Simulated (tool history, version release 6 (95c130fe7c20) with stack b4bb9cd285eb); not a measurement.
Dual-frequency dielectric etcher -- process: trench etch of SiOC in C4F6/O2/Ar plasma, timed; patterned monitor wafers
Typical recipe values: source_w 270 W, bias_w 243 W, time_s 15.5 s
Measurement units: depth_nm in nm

run   hour  source_w  bias_w  time_s  wafers since the last listed run  hours since the last wet clean  hours since the last source power generator calibration  hours since the last bias power generator calibration  hours since the last upper electrode change  hours since the gauge calibration  read-back reference wafer on the same gauge, depth_nm  depth_nm
  1    0.0       250     243    18.0                                 0                           263.4                                                   1657.4                                                 2315.0                                       5030.5                              104.6                                                  27.00     32.28
  2   28.1       250     243    18.0                               356                           291.5                                                   1685.5                                                 2343.1                                       5058.6                              132.7                                                  27.00     32.42
  3   50.9       250     243    18.0                               288                           314.3                                                   1708.3                                                 2365.9                                       5081.4                              155.5                                                  27.01     32.41
  4   72.3       270     243    15.5                               271                           335.7                                                   1729.7                                                 2387.3                                       5102.8                              176.9                                                  27.00     28.56
  5  105.1       300     243    15.5                               415                           368.5                                                   1762.5                                                 2420.1                                       5135.6                              209.7                                                  26.99     29.47
  6  124.6       300     243    15.5                               247                           388.0                                                   1782.0                                                 2439.6                                       5155.1                              229.2                                                  26.99     29.56
     142.5  -- gauge calibrated
  7  155.0       300     243    15.5                               385                           418.4                                                   1812.4                                                 2470.0                                       5185.5                               12.5                                                  27.01     29.53
  8  171.7       270     243    15.5                               211                           435.1                                                   1829.1                                                 2486.7                                       5202.2                               29.2                                                  27.00     28.70
  9  184.2       270     243    15.5                               158                           447.6                                                   1841.6                                                 2499.2                                       5214.7                               41.7                                                  27.01     28.74
 10  213.6       270     243    15.5                               372                           477.0                                                   1871.0                                                 2528.6                                       5244.1                               71.1                                                  26.99     28.71
     241.2  -- upper electrode replaced
     256.7  -- wet clean of the chamber
     256.7  -- bias power generator calibrated
 11  257.2       270     243    12.5                                52                             0.5                                                   1914.6                                                    0.5                                         16.0                              114.7                                                  27.00     22.70
 12  258.1       310     283    13.0                                11                             1.4                                                   1915.5                                                    1.4                                         16.9                              115.6                                                  27.00     25.47
     265.0  -- source power generator calibrated
 13  272.1       270     243    15.5                               126                            15.4                                                      7.1                                                   15.4                                         30.9                              129.6                                                  26.99     28.22
 14  308.1       320     243    20.0                               456                            51.4                                                     43.1                                                   51.4                                         66.9                              165.6                                                  26.99     38.17
 15  324.9       270     243    15.5                               212                            68.2                                                     59.9                                                   68.2                                         83.7                              182.4                                                  27.01     28.24
 16  359.2       300     192    14.5                               434                           102.5                                                     94.2                                                  102.5                                        118.0                              216.7                                                  27.00     25.82
     381.2  -- gauge calibrated
 17  383.2       310     243    15.5                               304                           126.5                                                    118.2                                                  126.5                                        142.0                                2.0                                                  27.00     29.40
 18  397.5       300     243    14.0                               181                           140.8                                                    132.5                                                  140.8                                        156.3                               16.3                                                  27.00     26.38

Difference, measured minus no-hidden-state, one row per run. Run-to-run variation is common to both terms; the gauge's own scatter need not be:
The hidden state here: etch rate over this chamber's usual, %; source power that arrives over what is set, %; bias power that arrives over what is set, %; gauge reads high (%).
run  depth_nm
  1     +0.34
  2     +0.39
  3     +0.43
  4     +0.40
  5     +0.47
  6     +0.49
  7     +0.54
  8     +0.54
  9     +0.56
 10     +0.60
 11     +0.00
 12     -0.01
 13     +0.01
 14     +0.08
 15     +0.08
 16     +0.11
 17     +0.17
 18     +0.17

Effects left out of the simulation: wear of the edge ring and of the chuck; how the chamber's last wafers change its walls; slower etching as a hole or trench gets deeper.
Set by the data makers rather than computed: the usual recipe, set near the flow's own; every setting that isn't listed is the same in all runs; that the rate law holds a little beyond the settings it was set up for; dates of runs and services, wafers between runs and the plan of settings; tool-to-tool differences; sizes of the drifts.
